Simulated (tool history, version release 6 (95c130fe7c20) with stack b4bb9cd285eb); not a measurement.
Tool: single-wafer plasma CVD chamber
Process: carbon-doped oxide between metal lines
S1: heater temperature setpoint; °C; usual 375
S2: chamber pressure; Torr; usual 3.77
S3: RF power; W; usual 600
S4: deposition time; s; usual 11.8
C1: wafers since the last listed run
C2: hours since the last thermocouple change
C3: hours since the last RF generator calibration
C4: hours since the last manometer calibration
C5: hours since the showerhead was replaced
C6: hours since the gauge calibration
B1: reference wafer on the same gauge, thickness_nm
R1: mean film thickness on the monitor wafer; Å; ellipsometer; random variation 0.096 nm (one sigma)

Run 1, hour 0.0: usual settings; C1 0; C2 1814.1; C3 2462.7; C4 2470.6; C5 2802.9; C6 5.3; B1 58.210. Result: R1 615.21 Å.
Run 2, hour 19.1: usual settings; C1 369; C2 1833.2; C3 2481.8; C4 2489.7; C5 2822.0; C6 24.4; B1 58.202. Result: R1 615.41 Å.
Run 3, hour 36.8: usual settings; C1 342; C2 1850.9; C3 2499.5; C4 2507.4; C5 2839.7; C6 42.1; B1 58.205. Result: R1 613.33 Å.
Run 4, hour 55.9: usual settings; C1 369; C2 1870.0; C3 2518.6; C4 2526.5; C5 2858.8; C6 61.2; B1 58.215. Result: R1 613.55 Å.
Run 5, hour 85.1: usual settings; C1 564; C2 1899.2; C3 2547.8; C4 2555.7; C5 2888.0; C6 90.4; B1 58.190. Result: R1 614.67 Å.
Run 6, hour 111.8: usual settings; C1 516; C2 1925.9; C3 2574.5; C4 2582.4; C5 2914.7; C6 117.1; B1 58.220. Result: R1 612.20 Å.
Run 7, hour 129.3: usual settings; C1 338; C2 1943.4; C3 2592.0; C4 2599.9; C5 2932.2; C6 134.6; B1 58.192. Result: R1 613.54 Å.
Run 8, hour 152.5: usual settings but S3 515 W; C1 448; C2 1966.6; C3 2615.2; C4 2623.1; C5 2955.4; C6 157.8; B1 58.206. Result: R1 574.05 Å.
At hour 161.5: RF generator calibrated.
At hour 183.6: showerhead replaced.
At hour 187.8: capacitance manometer re-zeroed and calibrated.
Run 9, hour 188.3: usual settings but S3 515 W; C1 301; C2 2002.4; C3 26.8; C4 0.5; C5 4.7; C6 193.6; B1 58.203. Result: R1 600.01 Å.
Run 10, hour 212.5: usual settings but S3 515 W; C1 468; C2 2026.6; C3 51.0; C4 24.7; C5 28.9; C6 217.8; B1 58.205. Result: R1 601.85 Å.
Run 11, hour 232.7: usual settings but S1 369 °C; C1 390; C2 2046.8; C3 71.2; C4 44.9; C5 49.1; C6 238.0; B1 58.204. Result: R1 647.77 Å.
At hour 240.1: gauge calibrated.
Run 12, hour 263.3: usual settings; C1 592; C2 2077.4; C3 101.8; C4 75.5; C5 79.7; C6 23.2; B1 58.197. Result: R1 640.34 Å.
Run 13, hour 279.6: usual settings; C1 315; C2 2093.7; C3 118.1; C4 91.8; C5 96.0; C6 39.5; B1 58.215. Result: R1 640.49 Å.
Run 14, hour 307.4: usual settings but S1 384 °C, S2 4.51 Torr, S4 13.4 s; C1 537; C2 2121.5; C3 145.9; C4 119.6; C5 123.8; C6 67.3; B1 58.185. Result: R1 731.44 Å.
Run 15, hour 327.2: usual settings but S2 4.67 Torr; C1 383; C2 2141.3; C3 165.7; C4 139.4; C5 143.6; C6 87.1; B1 58.180. Result: R1 662.28 Å.
At hour 345.1: thermocouple changed; heater temperature recalibrated.
Run 16, hour 352.3: usual settings but S1 360 °C, S2 4.57 Torr, S3 715 W, S4 10.1 s; C1 330; C2 7.2; C3 190.8; C4 164.5; C5 168.7; C6 112.2; B1 58.209. Result: R1 627.03 Å.
Run 17, hour 372.8: usual settings but S1 366 °C, S3 635 W, S4 12.6 s; C1 396; C2 27.7; C3 211.3; C4 185.0; C5 189.2; C6 132.7; B1 58.205. Result: R1 712.34 Å.
Run 18, hour 385.6: usual settings but S1 384 °C, S2 3.52 Torr, S3 675 W, S4 9.6 s; C1 247; C2 40.5; C3 224.1; C4 197.8; C5 202.0; C6 145.5; B1 58.200. Result: R1 535.75 Å.
Run 19, hour 404.1: usual settings but S2 4.68 Torr, S4 13.6 s; C1 357; C2 59.0; C3 242.6; C4 216.3; C5 220.5; C6 164.0; B1 58.204. Result: R1 762.29 Å.
Run 20, hour 431.1: usual settings; C1 522; C2 86.0; C3 269.6; C4 243.3; C5 247.5; C6 191.0; B1 58.203. Result: R1 637.56 Å.
Run 21, hour 447.3: usual settings; C1 313; C2 102.2; C3 285.8; C4 259.5; C5 263.7; C6 207.2; B1 58.193. Result: R1 639.26 Å.

Forecast run 22:
Run 22, hour 475.1: usual settings but S1 390 °C; C1 537; C2 130.0; C3 313.6; C4 287.3; C5 291.5; C6 235.0; B1 ?. Result: R1 ?.

B1: 58.191
R1: 623.10 Å
Without the tool's hidden state the same run would have given R1 624.38 Å.
